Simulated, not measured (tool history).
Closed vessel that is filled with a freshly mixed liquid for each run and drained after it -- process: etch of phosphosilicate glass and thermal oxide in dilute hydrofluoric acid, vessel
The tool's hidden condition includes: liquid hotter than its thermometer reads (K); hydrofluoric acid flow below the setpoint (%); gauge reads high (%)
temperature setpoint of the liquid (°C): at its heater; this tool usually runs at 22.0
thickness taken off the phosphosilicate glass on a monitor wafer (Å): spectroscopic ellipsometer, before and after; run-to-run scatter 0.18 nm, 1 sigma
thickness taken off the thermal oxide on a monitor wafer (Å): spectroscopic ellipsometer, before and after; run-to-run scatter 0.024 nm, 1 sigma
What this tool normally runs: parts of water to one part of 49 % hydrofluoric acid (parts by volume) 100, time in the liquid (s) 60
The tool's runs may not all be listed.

run	day	temperature setpoint of the liquid (°C)	parts of water to one part of 49 % hydrofluoric acid (parts by volume)	time in the liquid (s)	wafers since the last listed run	hours since the thermometer was replaced	hours since the hydrofluoric acid flow meter was replaced	hours since the gauge calibration	read-back film thickness of the phosphosilicate glass reference wafer, read on the same gauge (nm)	read-back film thickness of the thermal oxide reference wafer, read on the same gauge (nm)	thickness taken off the phosphosilicate glass on a monitor wafer (Å)	thickness taken off the thermal oxide on a monitor wafer (Å)
1	0.000	22.0	100	60	0	2038.8	1629.1	43.0	89.97	90.013	303.8	23.74
2	0.538	22.0	100	60	1433	2051.7	1642.0	55.9	90.00	89.987	303.2	23.66
3	1.967	22.0	100	60	3812	2086.0	1676.3	90.2	89.97	89.985	302.5	23.78
4	3.146	22.0	100	60	3145	2114.3	1704.6	118.5	90.01	89.992	299.7	23.67
5	4.583	22.0	100	60	3834	2148.8	1739.1	153.0	89.94	90.017	299.7	24.00
# day 4.621: gauge calibrated
6	5.496	22.0	100	60	2434	2170.7	1761.0	21.0	89.99	90.019	302.2	23.43
7	6.038	22.0	100	60	1444	2183.7	1774.0	34.0	89.98	89.988	300.7	23.49
8	7.479	22.0	100	60	3845	2218.3	1808.6	68.6	89.99	89.996	296.2	23.35
# day 7.650: hydrofluoric acid flow meter replaced
9	8.242	26.0	100	85	1922	2236.6	14.2	86.9	89.98	89.997	575.4	45.18
# day 8.638: thermometer replaced
10	9.575	22.0	145	40	3445	22.5	46.2	118.9	90.00	89.981	150.0	11.75
11	10.542	22.0	100	80	2578	45.7	69.4	142.1	90.05	90.013	458.6	36.06
# day 10.588: gauge calibrated
12	11.242	22.0	65	40	1867	62.5	86.2	15.7	90.01	90.008	366.7	29.14
13	12.671	22.0	100	35	3812	96.8	120.5	50.0	89.97	90.009	198.9	15.67
14	13.338	22.0	100	60	1778	112.8	136.5	66.0	90.03	89.997	343.0	26.95

Take each entry between the runs: how does the hidden state at the last listed run before it differ from the hidden state at the first listed run after it?
After run 5, before run 6: gauge calibrated (day 4.621)
  hydrofluoric acid flow below the setpoint (%): 12.5 -> 12.6
  the result without the hidden state subtracted from the measured one, thickness taken off the phosphosilicate glass on a monitor wafer (Å): -48.4 -> -49.4; thickness taken off the thermal oxide on a monitor wafer (Å): -3.87 -> -3.84
After run 8, before run 9: hydrofluoric acid flow meter replaced (day 7.650)
  hydrofluoric acid flow below the setpoint (%): 12.9 -> 1.05
  the result without the hidden state subtracted from the measured one, thickness taken off the phosphosilicate glass on a monitor wafer (Å): -49.9 -> -6.9; thickness taken off the thermal oxide on a monitor wafer (Å): -3.93 -> -0.55
After run 9, before run 10: thermometer replaced (day 8.638)
  hydrofluoric acid flow below the setpoint (%): 1.05 -> 1.26
  the result without the hidden state subtracted from the measured one, thickness taken off the phosphosilicate glass on a monitor wafer (Å): -6.9 -> -2.3; thickness taken off the thermal oxide on a monitor wafer (Å): -0.55 -> -0.18
After run 11, before run 12: gauge calibrated (day 10.588)
  hydrofluoric acid flow below the setpoint (%): 1.41 -> 1.52
  the result without the hidden state subtracted from the measured one, thickness taken off the phosphosilicate glass on a monitor wafer (Å): -7.4 -> -6.2; thickness taken off the thermal oxide on a monitor wafer (Å): -0.57 -> -0.49

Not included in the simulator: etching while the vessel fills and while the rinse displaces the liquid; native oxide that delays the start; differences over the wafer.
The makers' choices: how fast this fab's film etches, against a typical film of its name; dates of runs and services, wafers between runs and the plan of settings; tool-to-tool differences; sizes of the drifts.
